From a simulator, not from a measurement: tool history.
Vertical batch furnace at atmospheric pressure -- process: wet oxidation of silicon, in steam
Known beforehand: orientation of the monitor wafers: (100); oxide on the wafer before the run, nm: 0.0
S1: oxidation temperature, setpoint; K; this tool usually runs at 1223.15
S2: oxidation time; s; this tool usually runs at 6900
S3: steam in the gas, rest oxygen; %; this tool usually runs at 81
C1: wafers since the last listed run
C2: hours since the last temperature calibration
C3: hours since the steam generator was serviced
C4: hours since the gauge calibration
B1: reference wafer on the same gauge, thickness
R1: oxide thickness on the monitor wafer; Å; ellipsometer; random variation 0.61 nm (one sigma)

Run 1, hour 0: usual settings; C1 0; C2 4314; C3 1776.9; C4 63.9; B1 480.86. Result: R1 3848.7 Å.
Run 2, hour 20.8: usual settings; C1 326; C2 4334.8; C3 1797.7; C4 84.7; B1 480.89. Result: R1 3839.4 Å.
Run 3, hour 29.6: usual settings but S3 78 %; C1 138; C2 4343.6; C3 1806.5; C4 93.5; B1 480.92. Result: R1 3724.9 Å.
Run 4, hour 50.1: usual settings but S3 78 %; C1 321; C2 4364.1; C3 1827; C4 114; B1 481. Result: R1 3726.4 Å.
Run 5, hour 63: usual settings but S3 78 %; C1 202; C2 4377; C3 1839.9; C4 126.9; B1 481.04. Result: R1 3714.2 Å.
Run 6, hour 80: usual settings; C1 266; C2 4394; C3 1856.9; C4 143.9; B1 480.96. Result: R1 3835.1 Å.
At hour 106.7: gauge calibrated.
At hour 116: thermocouples replaced and temperature profile calibrated.
Run 7, hour 116.5: usual settings; C1 196; C2 0.5; C3 1893.4; C4 9.8; B1 481.08. Result: R1 3821.1 Å.
Run 8, hour 162: usual settings but S1 1243.15 K, S2 5280 s, S3 76 %; C1 714; C2 46; C3 1938.9; C4 55.3; B1 480.86. Result: R1 3543.3 Å.
At hour 192: steam generator serviced.
Run 9, hour 192.5: usual settings but S1 1201.15 K, S2 9300 s; C1 102; C2 76.5; C3 0.5; C4 85.8; B1 480.89. Result: R1 4171.1 Å.
Run 10, hour 198.1: usual settings; C1 87; C2 82.1; C3 6.1; C4 91.4; B1 481.03. Result: R1 4033.1 Å.
Run 11, hour 207.6: usual settings; C1 149; C2 91.6; C3 15.6; C4 100.9; B1 481. Result: R1 4031.5 Å.
Run 12, hour 226.2: usual settings but S1 1200.15 K, S2 9630 s, S3 78 %; C1 292; C2 110.2; C3 34.2; C4 119.5; B1 480.89. Result: R1 4110.9 Å.
Run 13, hour 235.2: usual settings but S1 1232.15 K, S2 4770 s, S3 88 %; C1 141; C2 119.2; C3 43.2; C4 128.5; B1 480.87. Result: R1 3531.6 Å.
Run 14, hour 258.1: usual settings but S1 1211.15 K, S2 4350 s; C1 359; C2 142.1; C3 66.1; C4 151.4; B1 480.91. Result: R1 2506.2 Å.

Each row is a separate what-if for the run after 14, all from the same tool condition, not one after another. Results?
Run A, hour 263.8: usual settings; C1 89; C2 147.8; C3 71.8; C4 157.1; B1 ?. Result: R1 ?.
Run B, hour 263.8: usual settings but S1 1234.15 K, S2 4620 s, S3 73 %; C1 89; C2 147.8; C3 71.8; C4 157.1; B1 ?. Result: R1 ?.
Run C, hour 263.8: usual settings but S1 1205.15 K, S3 89 %; C1 89; C2 147.8; C3 71.8; C4 157.1; B1 ?. Result: R1 ?.

run      B1      R1
  A  480.91  4031.7
  B  480.91  3039.2
  C  480.91  3689.5
The same runs, with their run-to-run variation unchanged, on a tool lacking any hidden condition would have given:
run      R1
  A  4045.3
  B  3049.8
  C  3702.5

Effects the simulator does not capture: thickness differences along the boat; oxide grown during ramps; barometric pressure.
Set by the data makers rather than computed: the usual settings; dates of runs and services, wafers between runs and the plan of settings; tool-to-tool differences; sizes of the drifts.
